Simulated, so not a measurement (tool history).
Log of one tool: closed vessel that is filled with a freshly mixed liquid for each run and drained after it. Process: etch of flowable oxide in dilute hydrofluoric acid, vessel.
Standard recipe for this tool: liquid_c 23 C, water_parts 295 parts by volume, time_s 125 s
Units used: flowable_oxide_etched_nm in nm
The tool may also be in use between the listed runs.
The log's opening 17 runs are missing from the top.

run,hour,liquid_c,water_parts,time_s,wafers since the last listed run,hours since the thermometer was replaced,hours since the hydrofluoric acid flow meter was replaced,hours since the gauge calibration,"read-back film thickness of the flowable oxide reference wafer, read on the same gauge (nm)",flowable_oxide_etched_nm
# hour 1206.4: thermometer replaced
18,1241.5,23,295,125,5531,35.1,671,1138.2,80.02,7.1
19,1328.3,20,150,165,8438,121.9,757.8,1225,80.02,18.68
20,1380.4,28,370,180,5065,174,809.9,1277.1,80.01,8.89
21,1427,23,295,125,4530,220.6,856.5,1323.7,79.96,7.04
22,1466.8,24.5,295,95,3869,260.4,896.3,1363.5,80,5.62
23,1565,21.5,355,125,9547,358.6,994.5,1461.7,80.03,5.18
24,1606.5,23,295,125,4034,400.1,1036,1503.2,80,7.03
25,1712.7,24.5,240,75,10324,506.3,1142.2,1609.4,80,5.71
26,1761.4,28,190,195,4734,555,1190.9,1658.1,80,22.82
27,1818.6,23,295,125,5561,612.2,1248.1,1715.3,80.02,7.12
28,1884.7,23,295,165,6426,678.3,1314.2,1781.4,80,9.32
# hour 1962.9: gauge calibrated
29,1972.8,20,295,125,8565,766.4,1402.3,9.9,79.99,6.36
30,2022,18.5,335,185,4783,815.6,1451.5,59.1,80.02,7.53
31,2067.7,23,295,125,4443,861.3,1497.2,104.8,80.04,7.01

For run 32, what comes out?
32,2238.8,23,180,150,16634,1032.4,1668.3,275.9,?,?

{"run 32": {"read-back film thickness of the flowable oxide reference wafer, read on the same gauge (nm)": 79.99, "flowable_oxide_etched_nm": 15.63}}
Were there no unlogged condition in the tool, this run, its random variation unchanged, would have produced flowable_oxide_etched_nm 15.63 nm.

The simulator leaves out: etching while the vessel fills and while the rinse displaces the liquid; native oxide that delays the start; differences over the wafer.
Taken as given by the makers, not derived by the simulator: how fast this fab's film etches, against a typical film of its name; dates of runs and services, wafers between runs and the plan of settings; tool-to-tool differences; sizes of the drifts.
